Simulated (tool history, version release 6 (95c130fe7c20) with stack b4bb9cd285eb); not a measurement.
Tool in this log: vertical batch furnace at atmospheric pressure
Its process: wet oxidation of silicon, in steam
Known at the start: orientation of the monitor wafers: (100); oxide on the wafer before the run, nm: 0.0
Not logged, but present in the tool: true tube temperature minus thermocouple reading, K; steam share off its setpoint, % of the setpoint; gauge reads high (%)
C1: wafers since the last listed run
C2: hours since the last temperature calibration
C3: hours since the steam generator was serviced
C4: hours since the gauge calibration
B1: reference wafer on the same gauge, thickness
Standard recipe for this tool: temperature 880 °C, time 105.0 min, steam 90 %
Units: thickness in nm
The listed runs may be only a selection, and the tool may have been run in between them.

{"run": 1, "hour": 0.0, "temperature": 880, "time": 105.0, "steam": 90, "C1": 0, "C2": 3436.7, "C3": 738.8, "C4": 890.6, "B1": 127.98, "thickness": 153.03}
{"run": 2, "hour": 193.1, "temperature": 880, "time": 105.0, "steam": 90, "C1": 2517, "C2": 3629.8, "C3": 931.9, "C4": 1083.7, "B1": 128.0, "thickness": 152.78}
{"run": 3, "hour": 275.0, "temperature": 880, "time": 105.0, "steam": 97, "C1": 1067, "C2": 3711.7, "C3": 1013.8, "C4": 1165.6, "B1": 128.04, "thickness": 163.87}
{"run": 4, "hour": 533.9, "temperature": 880, "time": 105.0, "steam": 90, "C1": 3374, "C2": 3970.6, "C3": 1272.7, "C4": 1424.5, "B1": 128.02, "thickness": 152.78}
{"run": 5, "hour": 570.7, "temperature": 880, "time": 105.0, "steam": 90, "C1": 479, "C2": 4007.4, "C3": 1309.5, "C4": 1461.3, "B1": 127.95, "thickness": 151.8}
{"run": 6, "hour": 671.7, "temperature": 880, "time": 105.0, "steam": 90, "C1": 1316, "C2": 4108.4, "C3": 1410.5, "C4": 1562.3, "B1": 128.1, "thickness": 152.9}
{"run": 7, "hour": 778.2, "temperature": 880, "time": 105.0, "steam": 90, "C1": 1388, "C2": 4214.9, "C3": 1517.0, "C4": 1668.8, "B1": 128.04, "thickness": 152.4}
{"run": 8, "hour": 814.5, "temperature": 880, "time": 105.0, "steam": 90, "C1": 473, "C2": 4251.2, "C3": 1553.3, "C4": 1705.1, "B1": 127.96, "thickness": 152.6}
{"run": 9, "hour": 858.4, "temperature": 874, "time": 105.0, "steam": 90, "C1": 572, "C2": 4295.1, "C3": 1597.2, "C4": 1749.0, "B1": 128.09, "thickness": 139.35}
{"hour": 910.1, "done": "gauge calibrated"}
{"hour": 933.2, "done": "thermocouples replaced and temperature profile calibrated"}
{"run": 10, "hour": 933.7, "temperature": 874, "time": 105.0, "steam": 90, "C1": 668, "C2": 0.5, "C3": 1672.5, "C4": 23.6, "B1": 128.04, "thickness": 140.1}
{"hour": 1018.1, "done": "steam generator serviced"}
{"run": 11, "hour": 1018.6, "temperature": 880, "time": 105.0, "steam": 90, "C1": 793, "C2": 85.4, "C3": 0.5, "C4": 108.5, "B1": 127.98, "thickness": 152.63}
{"run": 12, "hour": 1057.5, "temperature": 880, "time": 105.0, "steam": 90, "C1": 507, "C2": 124.3, "C3": 39.4, "C4": 147.4, "B1": 127.91, "thickness": 152.79}
{"run": 13, "hour": 1147.8, "temperature": 864, "time": 145.0, "steam": 90, "C1": 1177, "C2": 214.6, "C3": 129.7, "C4": 237.7, "B1": 127.91, "thickness": 159.27}
{"run": 14, "hour": 1192.2, "temperature": 880, "time": 105.0, "steam": 96, "C1": 578, "C2": 259.0, "C3": 174.1, "C4": 282.1, "B1": 128.09, "thickness": 162.78}
{"run": 15, "hour": 1228.5, "temperature": 880, "time": 105.0, "steam": 90, "C1": 473, "C2": 295.3, "C3": 210.4, "C4": 318.4, "B1": 128.11, "thickness": 152.06}
{"run": 16, "hour": 1308.2, "temperature": 880, "time": 105.0, "steam": 90, "C1": 1038, "C2": 375.0, "C3": 290.1, "C4": 398.1, "B1": 128.06, "thickness": 152.94}
{"run": 17, "hour": 1389.2, "temperature": 880, "time": 105.0, "steam": 82, "C1": 1055, "C2": 456.0, "C3": 371.1, "C4": 479.1, "B1": 128.09, "thickness": 140.86}
{"run": 18, "hour": 1459.1, "temperature": 897, "time": 80.0, "steam": 90, "C1": 911, "C2": 525.9, "C3": 441.0, "C4": 549.0, "B1": 127.94, "thickness": 153.64}
{"run": 19, "hour": 1549.0, "temperature": 892, "time": 78.5, "steam": 90, "C1": 1171, "C2": 615.8, "C3": 530.9, "C4": 638.9, "B1": 127.93, "thickness": 140.67}
{"run": 20, "hour": 1635.3, "temperature": 892, "time": 105.0, "steam": 97, "C1": 1124, "C2": 702.1, "C3": 617.2, "C4": 725.2, "B1": 128.0, "thickness": 194.4}
{"run": 21, "hour": 1725.5, "temperature": 880, "time": 105.0, "steam": 87, "C1": 1175, "C2": 792.3, "C3": 707.4, "C4": 815.4, "B1": 128.03, "thickness": 148.13}
{"run": 22, "hour": 1824.7, "temperature": 880, "time": 152.0, "steam": 90, "C1": 1293, "C2": 891.5, "C3": 806.6, "C4": 914.6, "B1": 127.98, "thickness": 211.61}
{"run": 23, "hour": 1870.4, "temperature": 880, "time": 146.5, "steam": 90, "C1": 595, "C2": 937.2, "C3": 852.3, "C4": 960.3, "B1": 128.07, "thickness": 204.44}
{"run": 24, "hour": 1950.0, "temperature": 862, "time": 54.5, "steam": 97, "C1": 1037, "C2": 1016.8, "C3": 931.9, "C4": 1039.9, "B1": 128.05, "thickness": 66.43}
{"run": 25, "hour": 2262.3, "temperature": 880, "time": 105.0, "steam": 90, "C1": 4071, "C2": 1329.1, "C3": 1244.2, "C4": 1352.2, "B1": 128.1, "thickness": 152.52}
{"run": 26, "hour": 2326.6, "temperature": 889, "time": 154.0, "steam": 90, "C1": 838, "C2": 1393.4, "C3": 1308.5, "C4": 1416.5, "B1": 128.1, "thickness": 243.85}

The tool's hidden state at each run:
true tube temperature minus thermocouple reading, K: 0 in every run
steam share off its setpoint, % of the setpoint: 0 in every run
gauge reads high (%): 0 in every run
